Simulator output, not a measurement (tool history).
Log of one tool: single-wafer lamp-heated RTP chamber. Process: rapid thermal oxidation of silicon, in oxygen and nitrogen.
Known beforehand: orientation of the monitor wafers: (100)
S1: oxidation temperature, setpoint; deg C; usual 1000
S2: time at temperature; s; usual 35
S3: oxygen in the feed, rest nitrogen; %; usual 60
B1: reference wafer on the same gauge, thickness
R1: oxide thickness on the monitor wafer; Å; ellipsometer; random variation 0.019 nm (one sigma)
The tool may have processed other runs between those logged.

run	hour	S1	S2	S3	B1	R1
1	0	1000	35	79	2.943	41.12
2	17.6	1000	35	79	2.942	41.22
3	31	1000	35	79	2.939	41.26
4	56.9	1000	35	60	2.944	36.22
5	67	1000	35	60	2.936	36.36
6	113.7	1000	35	60	2.939	36.77
7	125.1	1000	35	60	2.94	36.98
8	140.9	1000	35	60	2.936	37.44
9	153.6	1000	35	60	2.945	37.49
10	164.4	1010	35	60	2.934	39.73
11	179	1010	35	60	2.941	39.88
12	200.9	1010	35	60	2.945	40.02
13	240.2	981	42	83	2.943	39.42
14	252.4	1000	35	60	2.947	38.13
15	259.3	1000	35	60	2.936	37.74
16	280.8	1008	50	80	2.939	48.83
17	289.3	1000	41	34	2.945	32.44
18	302.8	1000	35	60	2.945	36.11
19	310.8	1000	42	86	2.944	43.86
20	324	1000	23	38	2.939	27.91
21	338.8	1015	29	89	2.942	43.01
22	349.6	1000	35	60	2.944	36.73
23	364.9	1008	35	40	2.937	34.56
24	377.1	983	20	86	2.941	30.2
25	394.1	1000	44	60	2.941	40.8

Withheld: 4 entries from between the runs. Position of each, and hidden state at the listed run before versus the listed run after:
In the gap between runs 3 and 4: pyrometer window cleaned and pyrometer calibrated (hour 56.4)
  true wafer temperature minus pyrometer reading, K: 7.72 -> 1.18
  measured minus no-state result, R1: +2.14 -> +0.28 Å
In the gap between runs 11 and 12: oxygen flow controller replaced (hour 200.4)
  true wafer temperature minus pyrometer reading, K: 5.37 -> 6.12
  measured minus no-state result, R1: +1.41 -> +1.61 Å
In the gap between runs 15 and 16: pyrometer window cleaned and pyrometer calibrated (hour 280.3)
  true wafer temperature minus pyrometer reading, K: 8.13 -> 0.526
  measured minus no-state result, R1: +1.97 -> +0.18 Å
In the gap between runs 19 and 20: gauge calibrated (hour 315.1)
  true wafer temperature minus pyrometer reading, K: 1.56 -> 2.01
  measured minus no-state result, R1: +0.48 -> +0.28 Å

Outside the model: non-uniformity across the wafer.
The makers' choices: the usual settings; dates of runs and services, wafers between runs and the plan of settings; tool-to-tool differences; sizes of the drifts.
